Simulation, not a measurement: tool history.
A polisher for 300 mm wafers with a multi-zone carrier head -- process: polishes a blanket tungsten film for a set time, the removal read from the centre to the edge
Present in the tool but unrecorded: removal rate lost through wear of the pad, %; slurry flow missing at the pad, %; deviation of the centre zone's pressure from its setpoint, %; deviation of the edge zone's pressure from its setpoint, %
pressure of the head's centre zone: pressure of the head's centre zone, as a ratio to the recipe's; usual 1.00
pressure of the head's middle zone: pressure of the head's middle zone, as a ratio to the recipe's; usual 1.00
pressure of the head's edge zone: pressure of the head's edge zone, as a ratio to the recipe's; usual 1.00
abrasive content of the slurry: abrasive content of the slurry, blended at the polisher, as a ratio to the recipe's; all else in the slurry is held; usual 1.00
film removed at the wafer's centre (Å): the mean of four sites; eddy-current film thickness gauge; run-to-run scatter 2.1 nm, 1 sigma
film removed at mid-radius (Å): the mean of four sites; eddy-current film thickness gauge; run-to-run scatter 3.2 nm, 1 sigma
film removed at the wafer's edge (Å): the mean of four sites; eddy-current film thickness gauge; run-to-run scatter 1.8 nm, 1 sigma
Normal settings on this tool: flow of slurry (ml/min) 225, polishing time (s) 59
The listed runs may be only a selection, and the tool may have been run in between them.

| run | hour | flow of slurry (ml/min) | pressure of the head's centre zone | pressure of the head's middle zone | pressure of the head's edge zone | abrasive content of the slurry | polishing time (s) | wafers since the last listed run | wafers polished on this pad | hours since the slurry nozzle was cleaned | hours since the centre zone pressure was calibrated | hours since the edge zone pressure was calibrated | hours since the carrier head's membrane was replaced | incoming thickness of the incoming film, nm | film removed at the wafer's centre (Å) | film removed at mid-radius (Å) | film removed at the wafer's edge (Å) |
|---|---|---|---|---|---|---|---|---|---|---|---|---|---|---|---|---|---|
| 1 | 0.0 | 225 | 1.00 | 1.00 | 1.00 | 1.10 | 59 | 0 | 1528 | 93.2 | 954.4 | 771.3 | 1035.1 | 1048.3 | 2825 | 2922 | 2930 |
| 2 | 45.2 | 225 | 1.00 | 1.00 | 1.00 | 1.00 | 59 | 478 | 2007 | 138.4 | 999.6 | 816.5 | 1080.3 | 1045.1 | 2806 | 2892 | 2885 |
|  | 83.9 | centre zone pressure recalibrated |
| 3 | 146.1 | 225 | 1.00 | 1.00 | 1.00 | 1.00 | 59 | 1047 | 3055 | 239.3 | 62.2 | 917.4 | 1181.2 | 1043.2 | 2823 | 2882 | 2866 |
|  | 175.1 | edge zone pressure recalibrated |
| 4 | 212.9 | 200 | 1.00 | 1.00 | 1.00 | 1.00 | 59 | 686 | 3742 | 306.1 | 129.0 | 37.8 | 1248.0 | 1045.0 | 2721 | 2817 | 2808 |
|  | 225.7 | carrier head's membrane replaced by a new one |
| 5 | 272.9 | 225 | 1.00 | 1.00 | 1.00 | 0.90 | 75 | 582 | 4324 | 366.1 | 189.0 | 97.8 | 47.2 | 1066.5 | 3430 | 3579 | 3579 |
|  | 397.3 | slurry nozzle cleaned |
|  | 423.3 | worn pad replaced by a new one |
| 6 | 455.4 | 200 | 1.00 | 1.00 | 1.10 | 1.00 | 45 | 1880 | 340 | 58.1 | 371.5 | 280.3 | 229.7 | 1042.5 | 2092 | 2200 | 2244 |
| 7 | 545.1 | 225 | 1.00 | 1.00 | 1.00 | 1.00 | 59 | 950 | 1290 | 147.8 | 461.2 | 370.0 | 319.4 | 1033.9 | 2807 | 2848 | 2878 |
| 8 | 614.6 | 225 | 1.05 | 1.00 | 1.00 | 1.00 | 59 | 736 | 2026 | 217.3 | 530.7 | 439.5 | 388.9 | 1053.6 | 2906 | 2878 | 2879 |
| 9 | 699.2 | 225 | 1.04 | 1.00 | 1.11 | 1.25 | 59 | 896 | 2923 | 301.9 | 615.3 | 524.1 | 473.5 | 1053.4 | 3027 | 3030 | 3130 |
| 10 | 750.4 | 225 | 1.00 | 1.00 | 1.00 | 1.00 | 43 | 542 | 3465 | 353.1 | 666.5 | 575.3 | 524.7 | 1062.8 | 2032 | 2097 | 2108 |
| 11 | 786.6 | 225 | 1.00 | 1.00 | 1.06 | 0.90 | 59 | 383 | 3849 | 389.3 | 702.7 | 611.5 | 560.9 | 1044.0 | 2751 | 2841 | 2869 |
| 12 | 874.8 | 285 | 1.12 | 1.00 | 1.00 | 1.25 | 47 | 934 | 4783 | 477.5 | 790.9 | 699.7 | 649.1 | 1045.1 | 2652 | 2454 | 2423 |
|  | 962.6 | slurry nozzle cleaned |
|  | 963.6 | edge zone pressure recalibrated |
| 13 | 981.8 | 225 | 1.00 | 1.00 | 1.07 | 1.00 | 59 | 1112 | 5896 | 19.2 | 897.9 | 18.2 | 756.1 | 1060.1 | 2780 | 2863 | 2962 |
|  | 1003.3 | centre zone pressure recalibrated |
|  | 1022.3 | worn pad replaced by a new one |
| 14 | 1081.8 | 225 | 1.00 | 1.00 | 1.00 | 1.00 | 59 | 995 | 630 | 119.2 | 78.5 | 118.2 | 856.1 | 1049.5 | 2741 | 2832 | 2897 |
| 15 | 1162.9 | 200 | 1.00 | 0.96 | 0.93 | 1.20 | 59 | 859 | 1489 | 200.3 | 159.6 | 199.3 | 937.2 | 1037.9 | 2881 | 2884 | 2862 |
|  | 1175.9 | carrier head's membrane replaced by a new one |
| 16 | 1210.8 | 225 | 1.00 | 1.00 | 1.00 | 1.00 | 59 | 454 | 1944 | 248.2 | 207.5 | 247.2 | 34.9 | 1035.0 | 2828 | 2942 | 2838 |
| 17 | 1280.8 | 225 | 0.96 | 1.00 | 0.90 | 0.75 | 59 | 741 | 2685 | 318.2 | 277.5 | 317.2 | 104.9 | 1034.8 | 2533 | 2784 | 2606 |
| 18 | 1352.6 | 170 | 1.00 | 1.00 | 1.00 | 1.00 | 59 | 760 | 3446 | 390.0 | 349.3 | 389.0 | 176.7 | 1036.9 | 2678 | 2721 | 2769 |
| 19 | 1427.9 | 225 | 1.04 | 1.00 | 1.11 | 1.25 | 59 | 797 | 4244 | 465.3 | 424.6 | 464.3 | 252.0 | 1048.3 | 3044 | 2986 | 3109 |
|  | 1512.4 | worn pad replaced by a new one |
| 20 | 1512.9 | 225 | 0.96 | 1.11 | 1.10 | 1.00 | 44 | 858 | 5 | 550.3 | 509.6 | 549.3 | 337.0 | 1058.4 | 2013 | 2400 | 2224 |
|  | 1553.6 | slurry nozzle cleaned |
| 21 | 1603.9 | 225 | 1.00 | 0.94 | 1.00 | 1.00 | 77 | 953 | 959 | 50.3 | 600.6 | 640.3 | 428.0 | 1028.1 | 3635 | 3581 | 3767 |
| 22 | 1683.2 | 225 | 1.00 | 1.00 | 1.00 | 1.30 | 59 | 840 | 1799 | 129.6 | 679.9 | 719.6 | 507.3 | 1044.1 | 2923 | 3026 | 3007 |

Each row is a separate what-if for the run after 22, all from the same tool condition, not one after another. Results?
| A | 1683.6 | 225 | 1.00 | 1.00 | 1.00 | 1.00 | 59 | 4 | 1803 | 130.0 | 680.3 | 720.0 | 507.7 | 1068.3 | ? | ? | ? |
| B | 1683.6 | 225 | 1.00 | 1.00 | 1.03 | 1.00 | 59 | 4 | 1803 | 130.0 | 680.3 | 720.0 | 507.7 | 1068.3 | ? | ? | ? |
| C | 1683.6 | 225 | 1.00 | 1.00 | 0.88 | 1.00 | 59 | 4 | 1803 | 130.0 | 680.3 | 720.0 | 507.7 | 1068.3 | ? | ? | ? |

| run | film removed at the wafer's centre (Å) | film removed at mid-radius (Å) | film removed at the wafer's edge (Å) |
|---|---|---|---|
| A | 2788 | 2888 | 2831 |
| B | 2788 | 2888 | 2865 |
| C | 2788 | 2889 | 2695 |
Take away the tool's hidden state, keep each run's random variation, and the runs would have read:
| run | film removed at the wafer's centre (Å) | film removed at mid-radius (Å) | film removed at the wafer's edge (Å) |
|---|---|---|---|
| A | 2788 | 2888 | 2831 |
| B | 2788 | 2888 | 2865 |
| C | 2788 | 2889 | 2695 |

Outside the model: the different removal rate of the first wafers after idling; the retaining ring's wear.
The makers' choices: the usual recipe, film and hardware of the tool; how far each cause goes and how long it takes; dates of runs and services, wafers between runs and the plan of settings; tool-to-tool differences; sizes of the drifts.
